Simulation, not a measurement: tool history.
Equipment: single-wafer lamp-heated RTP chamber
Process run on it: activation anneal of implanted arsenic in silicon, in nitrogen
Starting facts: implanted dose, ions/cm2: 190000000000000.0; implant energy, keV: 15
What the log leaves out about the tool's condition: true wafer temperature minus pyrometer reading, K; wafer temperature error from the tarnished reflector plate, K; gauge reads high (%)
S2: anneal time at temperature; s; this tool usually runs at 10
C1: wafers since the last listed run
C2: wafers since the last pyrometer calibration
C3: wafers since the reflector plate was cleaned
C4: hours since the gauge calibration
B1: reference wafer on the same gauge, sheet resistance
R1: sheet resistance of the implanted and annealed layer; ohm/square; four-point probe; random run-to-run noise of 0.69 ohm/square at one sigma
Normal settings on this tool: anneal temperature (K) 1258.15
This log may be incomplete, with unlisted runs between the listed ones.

run 1 hour=0.0 | anneal_temperature_(K)=1258.15 S2=10 | C1=0 C2=511 C3=7053 C4=84.4 | B1=528.28 | R1=463.67
run 2 hour=16.5 | anneal_temperature_(K)=1258.15 S2=10 | C1=253 C2=764 C3=7307 C4=100.9 | B1=528.53 | R1=463.86
run 3 hour=35.0 | anneal_temperature_(K)=1258.15 S2=10 | C1=284 C2=1049 C3=7591 C4=119.4 | B1=529.17 | R1=463.57
run 4 hour=46.5 | anneal_temperature_(K)=1258.15 S2=10 | C1=176 C2=1226 C3=7768 C4=130.9 | B1=529.47 | R1=463.52
run 5 hour=60.8 | anneal_temperature_(K)=1258.15 S2=10 | C1=219 C2=1445 C3=7988 C4=145.2 | B1=529.66 | R1=464.10
run 6 hour=70.8 | anneal_temperature_(K)=1258.15 S2=10 | C1=153 C2=1599 C3=8142 C4=155.2 | B1=529.89 | R1=464.60
run 7 hour=80.5 | anneal_temperature_(K)=1258.15 S2=10 | C1=149 C2=1748 C3=8291 C4=164.9 | B1=530.08 | R1=464.57
run 8 hour=93.8 | anneal_temperature_(K)=1258.15 S2=10 | C1=204 C2=1953 C3=8496 C4=178.2 | B1=530.38 | R1=464.41
run 9 hour=111.0 | anneal_temperature_(K)=1258.15 S2=10 | C1=264 C2=2217 C3=8760 C4=195.4 | B1=530.79 | R1=463.97
-- hour=129.3 pyrometer window cleaned and pyrometer calibrated
run 10 hour=129.8 | anneal_temperature_(K)=1258.15 S2=10 | C1=166 C2=8 C3=8926 C4=214.2 | B1=530.84 | R1=464.13
run 11 hour=134.5 | anneal_temperature_(K)=1258.15 S2=10 | C1=72 C2=80 C3=8998 C4=218.9 | B1=531.17 | R1=465.54
-- hour=146.1 reflector plate cleaned
run 12 hour=149.6 | anneal_temperature_(K)=1258.15 S2=10 | C1=109 C2=189 C3=54 C4=234.0 | B1=531.49 | R1=465.37
run 13 hour=157.4 | anneal_temperature_(K)=1258.15 S2=10 | C1=119 C2=309 C3=174 C4=241.8 | B1=531.77 | R1=466.79
run 14 hour=168.0 | anneal_temperature_(K)=1258.15 S2=10 | C1=162 C2=472 C3=337 C4=252.4 | B1=531.84 | R1=466.90
run 15 hour=183.5 | anneal_temperature_(K)=1258.15 S2=10 | C1=238 C2=711 C3=575 C4=267.9 | B1=532.06 | R1=467.24
run 16 hour=191.6 | anneal_temperature_(K)=1244.15 S2=10 | C1=124 C2=835 C3=700 C4=276.0 | B1=532.54 | R1=468.09
run 17 hour=199.4 | anneal_temperature_(K)=1244.15 S2=10 | C1=119 C2=955 C3=819 C4=283.8 | B1=532.63 | R1=467.27
run 18 hour=211.1 | anneal_temperature_(K)=1258.15 S2=10 | C1=179 C2=1135 C3=999 C4=295.5 | B1=532.90 | R1=466.72
run 19 hour=219.4 | anneal_temperature_(K)=1284.15 S2=8 | C1=127 C2=1263 C3=1127 C4=303.8 | B1=532.99 | R1=465.60
run 20 hour=234.8 | anneal_temperature_(K)=1258.15 S2=10 | C1=236 C2=1499 C3=1364 C4=319.2 | B1=533.40 | R1=468.09
run 21 hour=243.3 | anneal_temperature_(K)=1287.15 S2=4 | C1=130 C2=1630 C3=1494 C4=327.7 | B1=533.60 | R1=469.21
run 22 hour=258.0 | anneal_temperature_(K)=1230.15 S2=13 | C1=226 C2=1856 C3=1721 C4=342.4 | B1=533.84 | R1=468.65
run 23 hour=264.4 | anneal_temperature_(K)=1258.15 S2=10 | C1=98 C2=1955 C3=1819 C4=348.8 | B1=533.91 | R1=468.31
-- hour=291.9 pyrometer window cleaned and pyrometer calibrated
-- hour=317.7 gauge calibrated
run 24 hour=318.1 | anneal_temperature_(K)=1241.15 S2=8 | C1=702 C2=402 C3=2522 C4=0.4 | B1=525.62 | R1=462.96
run 25 hour=326.5 | anneal_temperature_(K)=1286.15 S2=13 | C1=129 C2=531 C3=2651 C4=8.8 | B1=525.86 | R1=457.03
run 26 hour=339.4 | anneal_temperature_(K)=1258.15 S2=10 | C1=198 C2=730 C3=2849 C4=21.7 | B1=526.06 | R1=460.21
run 27 hour=351.4 | anneal_temperature_(K)=1258.15 S2=10 | C1=184 C2=914 C3=3034 C4=33.7 | B1=526.44 | R1=462.79
run 28 hour=359.8 | anneal_temperature_(K)=1230.15 S2=12 | C1=129 C2=1044 C3=3163 C4=42.1 | B1=526.60 | R1=462.29
run 29 hour=375.2 | anneal_temperature_(K)=1236.15 S2=5 | C1=236 C2=1280 C3=3400 C4=57.5 | B1=526.75 | R1=465.90
run 30 hour=392.4 | anneal_temperature_(K)=1258.15 S2=12 | C1=264 C2=1545 C3=3664 C4=74.7 | B1=527.04 | R1=461.58
run 31 hour=414.6 | anneal_temperature_(K)=1280.15 S2=7 | C1=341 C2=1886 C3=4005 C4=96.9 | B1=527.72 | R1=462.36
run 32 hour=423.5 | anneal_temperature_(K)=1258.15 S2=10 | C1=136 C2=2023 C3=4142 C4=105.8 | B1=528.01 | R1=463.22
run 33 hour=440.4 | anneal_temperature_(K)=1286.15 S2=6 | C1=259 C2=2283 C3=4402 C4=122.7 | B1=528.27 | R1=462.25
run 34 hour=446.8 | anneal_temperature_(K)=1285.15 S2=13 | C1=98 C2=2381 C3=4501 C4=129.1 | B1=528.50 | R1=459.30
run 35 hour=461.2 | anneal_temperature_(K)=1258.15 S2=10 | C1=221 C2=2603 C3=4722 C4=143.5 | B1=528.67 | R1=463.63
-- hour=479.0 pyrometer window cleaned and pyrometer calibrated
run 36 hour=479.5 | anneal_temperature_(K)=1288.15 S2=6 | C1=158 C2=7 C3=4880 C4=161.8 | B1=529.08 | R1=463.19

Results per run with the tool's hidden condition removed, run-to-run variation unchanged:
run=1 R1=462.50
run=2 R1=462.39
run=3 R1=461.76
run=4 R1=461.49
run=5 R1=461.81
run=6 R1=462.12
run=7 R1=461.91
run=8 R1=461.51
run=9 R1=460.76
run=10 R1=460.57
run=11 R1=461.89
run=12 R1=461.44
run=13 R1=462.71
run=14 R1=462.62
run=15 R1=462.68
run=16 R1=463.37
run=17 R1=462.42
run=18 R1=461.65
run=19 R1=460.39
run=20 R1=462.57
run=21 R1=463.52
run=22 R1=462.70
run=23 R1=462.25
run=24 R1=464.12
run=25 R1=458.02
run=26 R1=460.97
run=27 R1=463.32
run=28 R1=462.67
run=29 R1=465.99
run=30 R1=461.36
run=31 R1=461.73
run=32 R1=462.42
run=33 R1=461.15
run=34 R1=458.09
run=35 R1=462.14
run=36 R1=461.36

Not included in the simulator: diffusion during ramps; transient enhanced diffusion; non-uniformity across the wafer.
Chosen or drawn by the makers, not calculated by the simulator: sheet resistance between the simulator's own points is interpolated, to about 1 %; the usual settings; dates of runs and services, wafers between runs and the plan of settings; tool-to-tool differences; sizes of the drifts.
